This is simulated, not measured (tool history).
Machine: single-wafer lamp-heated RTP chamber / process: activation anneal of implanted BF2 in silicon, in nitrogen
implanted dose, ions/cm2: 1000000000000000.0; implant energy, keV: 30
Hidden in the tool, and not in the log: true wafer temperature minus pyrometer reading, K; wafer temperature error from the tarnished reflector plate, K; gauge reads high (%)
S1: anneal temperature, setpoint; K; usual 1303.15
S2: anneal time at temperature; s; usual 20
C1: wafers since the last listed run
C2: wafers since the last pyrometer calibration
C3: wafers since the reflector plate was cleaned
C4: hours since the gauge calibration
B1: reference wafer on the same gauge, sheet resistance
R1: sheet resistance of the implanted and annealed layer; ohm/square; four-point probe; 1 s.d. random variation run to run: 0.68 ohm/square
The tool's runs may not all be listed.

run	day	S1	S2	C1	C2	C3	C4	B1	R1
1	0.000	1303.15	20	0	1551	5133	230.4	135.05	156.68
2	1.308	1303.15	20	280	1831	5414	261.8	134.98	156.91
# day 3.583: reflector plate cleaned
3	4.275	1303.15	20	564	2396	148	333.0	135.11	156.93
4	5.729	1303.15	20	311	2708	460	367.9	134.93	157.52
5	8.454	1303.15	20	584	3293	1045	433.3	134.98	157.04
6	10.717	1303.15	20	485	3778	1530	487.6	134.99	157.00
7	13.312	1303.15	20	556	4335	2087	549.9	134.92	157.42
8	15.579	1303.15	20	486	4821	2573	604.3	135.05	156.49
9	17.046	1303.15	20	314	5136	2888	639.5	135.02	156.77
10	18.296	1319.15	20	268	5404	3156	669.5	135.03	150.85
11	19.517	1312.15	24	261	5666	3418	698.8	134.79	151.82
# day 20.304: pyrometer window cleaned and pyrometer calibrated
12	21.117	1303.15	20	271	174	3690	737.2	134.95	156.36
# day 21.608: gauge calibrated
13	23.938	1303.15	30	605	779	4295	55.9	135.09	151.92
14	25.033	1283.15	26	235	1014	4530	82.2	134.96	165.65
15	28.321	1317.15	15	705	1719	5235	161.1	134.94	153.87
16	29.638	1303.15	20	282	2002	5517	192.7	134.92	157.23
# day 31.104: reflector plate cleaned
17	31.767	1303.15	20	385	2387	142	243.8	135.12	158.44
18	34.621	1303.15	20	612	2999	754	312.3	135.06	157.93
19	43.392	1287.15	10	1881	4881	2635	522.8	135.11	175.82

Alternative continuations, all from the tool just after run 19; predict every row:
A	43.408	1303.15	20	3	4884	2639	523.2	?	?
B	43.408	1328.15	31	3	4884	2639	523.2	?	?
C	43.408	1321.15	25	3	4884	2639	523.2	?	?
D	43.408	1277.15	30	3	4884	2639	523.2	?	?
E	43.408	1295.15	13	3	4884	2639	523.2	?	?

run	B1	R1
A	135.06	157.15
B	135.06	141.30
C	135.06	146.35
D	135.06	168.79
E	135.06	167.22
With no hidden state in the tool, these same runs would have given:
run	R1
A	157.15
B	141.30
C	146.35
D	168.79
E	167.22
